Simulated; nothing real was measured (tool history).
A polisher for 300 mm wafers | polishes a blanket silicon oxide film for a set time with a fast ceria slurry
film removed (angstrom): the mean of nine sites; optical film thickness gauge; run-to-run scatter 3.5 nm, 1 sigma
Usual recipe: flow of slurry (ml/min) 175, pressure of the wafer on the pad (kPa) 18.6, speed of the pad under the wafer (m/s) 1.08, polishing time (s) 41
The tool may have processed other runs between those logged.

run,hour,flow of slurry (ml/min),pressure of the wafer on the pad (kPa),speed of the pad under the wafer (m/s),polishing time (s),"incoming thickness of the incoming film, nm",film removed (angstrom)
1,0.0,175,18.6,1.08,41,1859.5,4966
2,12.8,175,18.6,1.08,41,1879.5,5055
3,29.0,175,18.6,1.08,41,1898.1,5021
4,42.5,175,18.6,1.08,41,1870.6,4996
5,54.4,175,14.5,1.08,41,1843.4,3841
6,62.8,175,14.5,1.08,41,1893.1,3798
7,72.6,175,18.6,1.08,31,1872.4,3730
# hour 78.1: head pressure recalibrated
8,86.9,175,18.6,1.08,41,1847.2,5764
# hour 94.9: worn pad replaced by a new one
9,98.1,175,14.5,1.08,41,1873.3,4540
# hour 111.7: slurry nozzle cleaned
10,112.7,175,18.6,1.08,53,1868.1,7563

What will run 11 give?
11,119.8,175,24.1,1.34,41,1903.0,?

{"run 11": {"film removed (angstrom)": 9303}}
Were there no unlogged condition in the tool, this run, its random variation unchanged, would have produced film removed (angstrom) 9201.
